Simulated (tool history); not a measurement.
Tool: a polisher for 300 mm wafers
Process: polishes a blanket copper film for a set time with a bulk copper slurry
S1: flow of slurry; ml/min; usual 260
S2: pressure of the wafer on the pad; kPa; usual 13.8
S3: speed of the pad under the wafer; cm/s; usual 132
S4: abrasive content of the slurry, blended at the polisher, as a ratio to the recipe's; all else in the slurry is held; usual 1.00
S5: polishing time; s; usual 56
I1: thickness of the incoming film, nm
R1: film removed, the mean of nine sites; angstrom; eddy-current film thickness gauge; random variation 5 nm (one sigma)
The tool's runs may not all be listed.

{"run": 1, "hour": 0.0, "S1": 305, "S2": 13.8, "S3": 132, "S4": 1.0, "S5": 56, "I1": 2919.6, "R1": 4803}
{"run": 2, "hour": 15.8, "S1": 305, "S2": 13.8, "S3": 132, "S4": 1.0, "S5": 56, "I1": 2945.3, "R1": 4893}
{"run": 3, "hour": 25.7, "S1": 305, "S2": 13.8, "S3": 132, "S4": 1.0, "S5": 56, "I1": 2928.5, "R1": 4815}
{"run": 4, "hour": 40.8, "S1": 190, "S2": 13.8, "S3": 132, "S4": 1.0, "S5": 56, "I1": 2959.2, "R1": 4410}
{"run": 5, "hour": 49.5, "S1": 190, "S2": 13.8, "S3": 132, "S4": 1.0, "S5": 56, "I1": 2892.5, "R1": 4396}
{"run": 6, "hour": 55.6, "S1": 190, "S2": 13.8, "S3": 132, "S4": 1.0, "S5": 56, "I1": 2880.8, "R1": 4382}
{"run": 7, "hour": 72.6, "S1": 260, "S2": 13.8, "S3": 132, "S4": 1.0, "S5": 56, "I1": 2990.8, "R1": 4769}
{"run": 8, "hour": 86.3, "S1": 300, "S2": 13.8, "S3": 132, "S4": 1.0, "S5": 56, "I1": 2967.4, "R1": 4767}
{"run": 9, "hour": 99.5, "S1": 260, "S2": 9.0, "S3": 132, "S4": 1.25, "S5": 68, "I1": 2938.4, "R1": 4668}
{"hour": 104.5, "done": "slurry blender recalibrated"}
{"run": 10, "hour": 107.1, "S1": 345, "S2": 15.9, "S3": 90, "S4": 1.2, "S5": 56, "I1": 2900.7, "R1": 3675}
{"run": 11, "hour": 127.6, "S1": 260, "S2": 13.8, "S3": 132, "S4": 1.0, "S5": 56, "I1": 2957.4, "R1": 4621}
{"run": 12, "hour": 140.8, "S1": 260, "S2": 13.8, "S3": 132, "S4": 0.85, "S5": 45, "I1": 2917.6, "R1": 3668}
{"hour": 142.0, "done": "slurry nozzle cleaned"}
{"run": 13, "hour": 150.4, "S1": 260, "S2": 13.8, "S3": 132, "S4": 1.0, "S5": 56, "I1": 2956.0, "R1": 5083}
{"run": 14, "hour": 157.9, "S1": 260, "S2": 11.0, "S3": 132, "S4": 0.75, "S5": 56, "I1": 2943.2, "R1": 4128}
{"run": 15, "hour": 174.9, "S1": 210, "S2": 13.8, "S3": 132, "S4": 1.0, "S5": 56, "I1": 2946.4, "R1": 4852}
{"hour": 178.1, "done": "head pressure recalibrated"}
{"run": 16, "hour": 186.9, "S1": 260, "S2": 13.8, "S3": 148, "S4": 1.0, "S5": 56, "I1": 2946.4, "R1": 5522}
{"hour": 195.2, "done": "worn pad replaced by a new one"}
{"run": 17, "hour": 225.4, "S1": 200, "S2": 13.8, "S3": 132, "S4": 1.0, "S5": 56, "I1": 2944.0, "R1": 4674}
{"run": 18, "hour": 242.3, "S1": 260, "S2": 9.7, "S3": 164, "S4": 1.0, "S5": 56, "I1": 2948.2, "R1": 4904}
{"run": 19, "hour": 255.0, "S1": 260, "S2": 9.7, "S3": 132, "S4": 1.0, "S5": 70, "I1": 2877.9, "R1": 4930}
{"run": 20, "hour": 268.0, "S1": 260, "S2": 13.8, "S3": 132, "S4": 0.85, "S5": 45, "I1": 2942.9, "R1": 3720}
{"run": 21, "hour": 281.6, "S1": 260, "S2": 13.8, "S3": 132, "S4": 1.0, "S5": 56, "I1": 2963.2, "R1": 4756}
{"run": 22, "hour": 293.9, "S1": 285, "S2": 9.0, "S3": 144, "S4": 1.0, "S5": 67, "I1": 2976.7, "R1": 4952}
{"hour": 304.0, "done": "slurry blender recalibrated"}
{"run": 23, "hour": 305.5, "S1": 260, "S2": 17.9, "S3": 172, "S4": 0.85, "S5": 68, "I1": 2931.6, "R1": 8608}
{"run": 24, "hour": 323.3, "S1": 260, "S2": 13.8, "S3": 132, "S4": 1.05, "S5": 63, "I1": 2941.9, "R1": 5395}
{"run": 25, "hour": 339.7, "S1": 260, "S2": 17.9, "S3": 172, "S4": 0.85, "S5": 68, "I1": 2933.4, "R1": 8685}
{"run": 26, "hour": 349.7, "S1": 305, "S2": 10.3, "S3": 132, "S4": 0.75, "S5": 43, "I1": 2944.0, "R1": 2998}
{"run": 27, "hour": 358.3, "S1": 260, "S2": 13.8, "S3": 132, "S4": 1.0, "S5": 69, "I1": 2972.3, "R1": 5887}
{"run": 28, "hour": 370.6, "S1": 260, "S2": 13.8, "S3": 132, "S4": 1.0, "S5": 56, "I1": 2880.2, "R1": 4760}
{"hour": 377.2, "done": "worn pad replaced by a new one"}
{"run": 29, "hour": 379.2, "S1": 260, "S2": 13.8, "S3": 158, "S4": 1.0, "S5": 56, "I1": 2935.4, "R1": 5574}

The same runs without the tool's hidden state, with the same run-to-run variation:
The hidden state here: removal rate lost through wear of the pad, %; slurry flow missing at the pad, %; deviation of the head's pressure from its setpoint, %; abrasive missing from the slurry, %.
run=1 R1=5040
run=2 R1=5147
run=3 R1=5072
run=4 R1=4815
run=5 R1=4806
run=6 R1=4796
run=7 R1=5100
run=8 R1=5057
run=9 R1=5004
run=10 R1=3873
run=11 R1=4963
run=12 R1=3943
run=13 R1=5106
run=14 R1=4159
run=15 R1=4939
run=16 R1=5625
run=17 R1=4869
run=18 R1=5082
run=19 R1=5125
run=20 R1=3879
run=21 R1=4974
run=22 R1=5169
run=23 R1=9042
run=24 R1=5683
run=25 R1=9169
run=26 R1=3143
run=27 R1=6229
run=28 R1=5043
run=29 R1=5910
